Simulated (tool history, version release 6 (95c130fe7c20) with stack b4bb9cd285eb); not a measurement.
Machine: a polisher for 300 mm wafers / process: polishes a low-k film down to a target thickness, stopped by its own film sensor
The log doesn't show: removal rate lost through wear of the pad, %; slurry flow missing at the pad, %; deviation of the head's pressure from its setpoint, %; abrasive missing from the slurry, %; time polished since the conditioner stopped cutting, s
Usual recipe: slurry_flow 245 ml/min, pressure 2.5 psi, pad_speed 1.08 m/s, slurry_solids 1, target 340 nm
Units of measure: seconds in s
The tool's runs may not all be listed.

run	hour	slurry_flow	pressure	pad_speed	slurry_solids	target	wafers since the last listed run	wafers polished on this pad	hours since the slurry nozzle was cleaned	hours since the head pressure was calibrated	hours since the slurry blender was calibrated	hours since the conditioning disc was replaced	incoming thickness of the incoming film, nm	seconds
1	0	245	2.5	1.08	1	340	0	694	167.4	565.3	167.8	106.1	378.6	97.5
# hour 5.3: worn pad replaced by a new one
2	13.8	245	2.5	1.08	1	340	92	80	181.2	579.1	181.6	119.9	375.9	90.6
3	43.7	245	2.5	1.08	1	335	283	363	211.1	609	211.5	149.8	383.2	126.2
4	67.8	245	2.7	1.08	1	340	228	592	235.2	633.1	235.6	173.9	381.5	104.8
# hour 79.8: worn pad replaced by a new one
5	100.8	245	2.7	1.08	1	340	275	198	268.2	666.1	268.6	206.9	375.7	95.4
6	122.7	245	2.5	1.2	1	340	207	406	290.1	688	290.5	228.8	383.1	111
# hour 128.5: slurry blender recalibrated
# hour 152: worn pad replaced by a new one
7	156.6	245	2.5	1.08	1	340	264	43	324	721.9	28.1	262.7	387.9	113.5
8	173.5	245	3.3	0.72	0.75	332	160	204	340.9	738.8	45	279.6	378.1	152.4
# hour 190: slurry nozzle cleaned
# hour 193: head pressure recalibrated
9	206.5	270	2.5	1.08	1.15	340	284	488	16.5	13.5	78	312.6	384.9	101
# hour 208.6: conditioning disc replaced and pad reconditioned
# hour 221.5: worn pad replaced by a new one
10	222	245	2.1	0.76	1	340	90	4	32	29	93.5	13.4	375.9	141
11	244.5	245	2.5	1.08	1	340	213	217	54.5	51.5	116	35.9	385.1	114.9
12	275.1	245	1.7	1.08	1	340	290	508	85.1	82.1	146.6	66.5	372.4	124.5
# hour 295.9: worn pad replaced by a new one
13	310.5	210	1.7	0.86	1	331	297	138	120.5	117.5	182	101.9	386.3	257.5
14	340	245	2.2	1.08	1	340	279	417	150	147	211.5	131.4	378.9	117.6
15	354	245	2.5	1.08	1.2	340	132	550	164	161	225.5	145.4	381.9	96.3

For each run, what was the tool's unlogged condition?
removal rate lost through wear of the pad, %: 0 in every run
slurry flow missing at the pad, %: 0 in every run
deviation of the head's pressure from its setpoint, %: 0 in every run
time polished since the conditioner stopped cutting, s: 0 in every run
H1: abrasive missing from the slurry, %
run	H1
1	9.44
2	10.5
3	13.1
4	15.5
5	19.2
6	21.9
7	4.86
8	5.13
9	6.04
10	6.63
11	7.67
12	9.46
13	12
14	14.6
15	16
